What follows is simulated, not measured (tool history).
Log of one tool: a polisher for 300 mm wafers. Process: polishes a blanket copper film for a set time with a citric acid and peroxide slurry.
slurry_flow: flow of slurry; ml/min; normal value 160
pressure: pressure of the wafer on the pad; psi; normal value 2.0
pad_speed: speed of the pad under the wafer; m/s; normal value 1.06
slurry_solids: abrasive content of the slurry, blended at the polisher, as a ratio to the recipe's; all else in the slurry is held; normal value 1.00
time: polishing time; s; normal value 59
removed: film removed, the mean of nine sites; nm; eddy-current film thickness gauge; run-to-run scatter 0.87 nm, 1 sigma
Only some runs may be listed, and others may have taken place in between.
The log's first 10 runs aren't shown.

run,hour,slurry_flow,pressure,pad_speed,slurry_solids,time,wafers since the last listed run,wafers polished on this pad,hours since the slurry nozzle was cleaned,hours since the head pressure was calibrated,hours since the slurry blender was calibrated,"incoming thickness of the incoming film, nm",removed
11,749.3,160,1.7,1.06,1.00,59,1316,2825,512.7,170.7,505.1,1237.7,88.6
# hour 774.6: slurry blender recalibrated
# hour 782.3: slurry nozzle cleaned
12,855.3,160,1.7,1.06,1.00,59,1348,4174,73.0,276.7,80.7,1220.3,85.4
13,931.0,160,2.0,1.06,1.00,59,990,5165,148.7,352.4,156.4,1229.6,94.5
14,1035.5,160,2.2,1.06,1.00,59,1368,6533,253.2,456.9,260.9,1241.4,97.7
15,1071.7,160,2.2,1.06,1.00,59,473,7007,289.4,493.1,297.1,1253.6,96.2
# hour 1106.1: worn pad replaced by a new one
16,1145.5,160,2.2,1.30,0.85,59,913,515,363.2,566.9,370.9,1233.1,122.9
17,1227.4,160,2.0,1.42,1.00,59,1072,1587,445.1,648.8,452.8,1228.7,132.9
# hour 1230.6: slurry nozzle cleaned
# hour 1300.3: slurry blender recalibrated
18,1303.7,160,1.7,1.06,1.00,59,959,2546,73.1,725.1,3.4,1229.1,87.0
19,1409.1,160,2.0,0.90,1.10,69,1379,3926,178.5,830.5,108.8,1222.2,99.1
20,1452.7,160,2.0,1.06,1.00,59,570,4497,222.1,874.1,152.4,1259.8,96.5
# hour 1588.9: worn pad replaced by a new one
21,1653.3,110,2.0,0.92,0.85,59,2573,842,422.7,1074.7,353.0,1251.3,75.8
22,1714.6,160,2.0,1.06,1.00,59,802,1645,484.0,1136.0,414.3,1237.3,101.1
# hour 1740.3: slurry blender recalibrated
# hour 1769.4: head pressure recalibrated
23,1770.2,205,1.6,1.06,0.75,44,675,2320,539.6,0.8,29.9,1237.7,58.0
# hour 1805.5: slurry nozzle cleaned
24,1870.4,175,2.0,0.68,1.25,59,1298,3619,64.9,101.0,130.1,1255.9,70.0
25,1940.7,160,2.7,1.06,1.00,59,920,4539,135.2,171.3,200.4,1221.0,123.6
26,1983.7,175,2.0,0.68,1.25,59,562,5102,178.2,214.3,243.4,1248.3,67.6
27,2020.7,160,1.5,1.06,1.00,47,484,5586,215.2,251.3,280.4,1237.9,61.3
28,2074.2,160,2.0,1.06,1.00,59,700,6287,268.7,304.8,333.9,1258.7,90.9
# hour 2107.2: worn pad replaced by a new one
# hour 2275.0: slurry blender recalibrated
# hour 2310.0: slurry nozzle cleaned
29,2391.8,115,2.6,1.06,0.80,53,4066,3686,81.8,622.4,116.8,1257.3,91.0
30,2474.2,205,2.0,1.36,1.00,71,1078,4765,164.2,704.8,199.2,1235.5,152.3
# hour 2559.0: worn pad replaced by a new one
31,2578.1,160,2.4,1.06,1.00,68,1307,250,268.1,808.7,303.1,1240.1,132.4

Predict each of these 3 candidate next runs independently; none follows another, all start after run 31:
A,2578.5,160,2.3,1.06,1.00,59,5,255,268.5,809.1,303.5,1245.4,?
B,2578.5,160,2.0,1.06,1.25,59,5,255,268.5,809.1,303.5,1245.4,?
C,2578.5,160,2.0,0.92,1.00,59,5,255,268.5,809.1,303.5,1245.4,?

run,removed
A,112.7
B,109.5
C,88.5
Stripped of hidden state, with their random variation kept, the same runs would have yielded:
run,removed
A,113.5
B,110.3
C,89.2

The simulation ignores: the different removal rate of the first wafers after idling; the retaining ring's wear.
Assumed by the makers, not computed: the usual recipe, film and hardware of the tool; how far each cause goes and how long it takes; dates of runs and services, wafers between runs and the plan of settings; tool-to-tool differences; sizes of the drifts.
